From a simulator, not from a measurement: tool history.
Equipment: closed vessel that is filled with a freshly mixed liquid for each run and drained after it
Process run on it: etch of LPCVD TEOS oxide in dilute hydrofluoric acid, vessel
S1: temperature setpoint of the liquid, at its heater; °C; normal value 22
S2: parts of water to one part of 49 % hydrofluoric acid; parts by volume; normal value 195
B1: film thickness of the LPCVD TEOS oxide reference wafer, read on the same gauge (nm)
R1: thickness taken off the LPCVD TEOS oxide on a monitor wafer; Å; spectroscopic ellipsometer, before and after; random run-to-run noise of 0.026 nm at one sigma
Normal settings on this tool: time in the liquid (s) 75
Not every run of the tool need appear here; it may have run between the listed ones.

run 1 hour=0 | S1=24 S2=160 time_in_the_liquid_(s)=75 | B1=60.01 | R1=79.3
run 2 hour=14 | S1=24 S2=160 time_in_the_liquid_(s)=75 | B1=59.98 | R1=78.6
run 3 hour=27.1 | S1=24 S2=160 time_in_the_liquid_(s)=75 | B1=59.97 | R1=79.4
run 4 hour=43.2 | S1=22 S2=195 time_in_the_liquid_(s)=75 | B1=59.97 | R1=57.6
run 5 hour=68.1 | S1=22 S2=195 time_in_the_liquid_(s)=75 | B1=59.98 | R1=57.7
run 6 hour=88.8 | S1=22 S2=195 time_in_the_liquid_(s)=75 | B1=60.02 | R1=58
run 7 hour=109.6 | S1=24 S2=195 time_in_the_liquid_(s)=75 | B1=60 | R1=62.4
run 8 hour=129.7 | S1=24 S2=195 time_in_the_liquid_(s)=75 | B1=60 | R1=62.5
run 9 hour=161.4 | S1=24 S2=195 time_in_the_liquid_(s)=75 | B1=59.95 | R1=62.4
run 10 hour=257.9 | S1=22 S2=195 time_in_the_liquid_(s)=75 | B1=59.98 | R1=57.9
run 11 hour=271.5 | S1=22 S2=275 time_in_the_liquid_(s)=75 | B1=60.04 | R1=38.1
run 12 hour=302.7 | S1=22 S2=195 time_in_the_liquid_(s)=55 | B1=60.04 | R1=42.7
run 13 hour=387.9 | S1=22 S2=195 time_in_the_liquid_(s)=85 | B1=59.98 | R1=65.4
run 14 hour=411.1 | S1=22 S2=115 time_in_the_liquid_(s)=75 | B1=60.06 | R1=107.8
run 15 hour=427.8 | S1=22 S2=195 time_in_the_liquid_(s)=115 | B1=60 | R1=89
run 16 hour=451.8 | S1=22 S2=195 time_in_the_liquid_(s)=75 | B1=60.01 | R1=57.7
run 17 hour=465.1 | S1=22 S2=275 time_in_the_liquid_(s)=100 | B1=59.99 | R1=50.8
run 18 hour=489.3 | S1=24.5 S2=195 time_in_the_liquid_(s)=75 | B1=59.97 | R1=63.7
run 19 hour=509.9 | S1=22 S2=195 time_in_the_liquid_(s)=75 | B1=59.99 | R1=57.8
run 20 hour=534.1 | S1=18.5 S2=195 time_in_the_liquid_(s)=45 | B1=60.02 | R1=30.3

Missing from the log above: 3 entries noted between runs. For each, name the pair of listed runs it sits between and say how the tool's hidden condition differs from the listed run just before to the listed run just after:
From run 9 to run 10: hydrofluoric acid flow meter replaced (hour 195.3); thermometer replaced (hour 257.6)
  the hidden state is the same at both runs
From run 12 to run 13: gauge calibrated (hour 351.2)
  the hidden state is the same at both runs
